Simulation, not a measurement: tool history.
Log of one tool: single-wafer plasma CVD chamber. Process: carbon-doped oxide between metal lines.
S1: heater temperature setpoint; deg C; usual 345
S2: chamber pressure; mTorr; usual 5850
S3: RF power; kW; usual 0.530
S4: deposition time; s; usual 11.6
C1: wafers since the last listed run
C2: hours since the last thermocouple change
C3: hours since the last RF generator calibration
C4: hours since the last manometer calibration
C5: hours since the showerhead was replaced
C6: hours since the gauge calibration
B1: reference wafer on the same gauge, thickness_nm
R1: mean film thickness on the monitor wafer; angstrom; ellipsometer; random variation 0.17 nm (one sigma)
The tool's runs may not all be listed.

Run 1, hour 0.0: usual settings; C1 0; C2 1200.6; C3 1935.0; C4 481.7; C5 5050.4; C6 216.5; B1 70.930. Result: R1 654.61 angstrom.
Run 2, hour 14.7: usual settings but S3 0.480 kW; C1 337; C2 1215.3; C3 1949.7; C4 496.4; C5 5065.1; C6 231.2; B1 70.902. Result: R1 617.29 angstrom.
Run 3, hour 41.5: usual settings; C1 616; C2 1242.1; C3 1976.5; C4 523.2; C5 5091.9; C6 258.0; B1 70.999. Result: R1 651.03 angstrom.
Run 4, hour 54.6: usual settings; C1 301; C2 1255.2; C3 1989.6; C4 536.3; C5 5105.0; C6 271.1; B1 71.044. Result: R1 649.71 angstrom.
Run 5, hour 70.9: usual settings; C1 374; C2 1271.5; C3 2005.9; C4 552.6; C5 5121.3; C6 287.4; B1 71.028. Result: R1 648.60 angstrom.
Run 6, hour 168.9: usual settings; C1 2253; C2 1369.5; C3 2103.9; C4 650.6; C5 5219.3; C6 385.4; B1 70.912. Result: R1 644.66 angstrom.
Run 7, hour 202.1: usual settings; C1 763; C2 1402.7; C3 2137.1; C4 683.8; C5 5252.5; C6 418.6; B1 71.000. Result: R1 645.36 angstrom.
At hour 217.7: thermocouple changed; heater temperature recalibrated.
At hour 227.9: RF generator calibrated.
Run 8, hour 228.4: usual settings; C1 236; C2 10.7; C3 0.5; C4 710.1; C5 5278.8; C6 444.9; B1 70.960. Result: R1 672.62 angstrom.
Run 9, hour 245.2: usual settings; C1 386; C2 27.5; C3 17.3; C4 726.9; C5 5295.6; C6 461.7; B1 70.960. Result: R1 671.34 angstrom.
Run 10, hour 267.6: usual settings; C1 514; C2 49.9; C3 39.7; C4 749.3; C5 5318.0; C6 484.1; B1 71.099. Result: R1 674.76 angstrom.
At hour 287.9: showerhead replaced.
Run 11, hour 302.2: usual settings but S1 358 deg C, S2 5420 mTorr, S3 0.625 kW, S4 13.2 s; C1 611; C2 84.5; C3 74.3; C4 783.9; C5 14.3; C6 518.7; B1 71.006. Result: R1 803.90 angstrom.
Run 12, hour 323.4: usual settings; C1 487; C2 105.7; C3 95.5; C4 805.1; C5 35.5; C6 539.9; B1 70.975. Result: R1 674.70 angstrom.
Run 13, hour 347.6: usual settings but S3 0.475 kW, S4 12.7 s; C1 556; C2 129.9; C3 119.7; C4 829.3; C5 59.7; C6 564.1; B1 71.063. Result: R1 695.12 angstrom.
Run 14, hour 360.0: usual settings; C1 285; C2 142.3; C3 132.1; C4 841.7; C5 72.1; C6 576.5; B1 71.032. Result: R1 671.79 angstrom.
At hour 368.6: gauge calibrated.
At hour 375.0: capacitance manometer re-zeroed and calibrated.
Run 15, hour 379.7: usual settings but S1 352 deg C; C1 268; C2 162.0; C3 151.8; C4 4.7; C5 91.8; C6 11.1; B1 71.020. Result: R1 657.92 angstrom.
Run 16, hour 396.9: usual settings but S1 338 deg C, S3 0.600 kW; C1 395; C2 179.2; C3 169.0; C4 21.9; C5 109.0; C6 28.3; B1 71.044. Result: R1 730.28 angstrom.
Run 17, hour 495.2: usual settings but S1 333 deg C, S2 5440 mTorr; C1 2259; C2 277.5; C3 267.3; C4 120.2; C5 207.3; C6 126.6; B1 71.005. Result: R1 689.89 angstrom.
Run 18, hour 530.7: usual settings but S4 13.5 s; C1 816; C2 313.0; C3 302.8; C4 155.7; C5 242.8; C6 162.1; B1 70.990. Result: R1 780.34 angstrom.
Run 19, hour 550.2: usual settings but S3 0.475 kW, S4 12.7 s; C1 448; C2 332.5; C3 322.3; C4 175.2; C5 262.3; C6 181.6; B1 71.076. Result: R1 695.59 angstrom.
Run 20, hour 615.9: usual settings but S2 4690 mTorr, S3 0.625 kW, S4 9.8 s; C1 1510; C2 398.2; C3 388.0; C4 240.9; C5 328.0; C6 247.3; B1 71.069. Result: R1 601.83 angstrom.
Run 21, hour 646.0: usual settings but S1 335 deg C, S4 13.8 s; C1 692; C2 428.3; C3 418.1; C4 271.0; C5 358.1; C6 277.4; B1 70.944. Result: R1 821.04 angstrom.

3 ways to go on from here, each from the tool as it stands after run 21. What would each give?
Run A, hour 646.4: usual settings; C1 9; C2 428.7; C3 418.5; C4 271.4; C5 358.5; C6 277.8; B1 ?. Result: R1 ?.
Run B, hour 646.4: usual settings but S3 0.620 kW, S4 13.6 s; C1 9; C2 428.7; C3 418.5; C4 271.4; C5 358.5; C6 277.8; B1 ?. Result: R1 ?.
Run C, hour 646.4: usual settings but S4 12.7 s; C1 9; C2 428.7; C3 418.5; C4 271.4; C5 358.5; C6 277.8; B1 ?. Result: R1 ?.

run      B1      R1
  A  70.982  669.92
  B  70.982  850.33
  C  70.982  732.35
Without the tool's hidden state the same runs would have given:
run      R1
  A  674.16
  B  855.56
  C  736.98
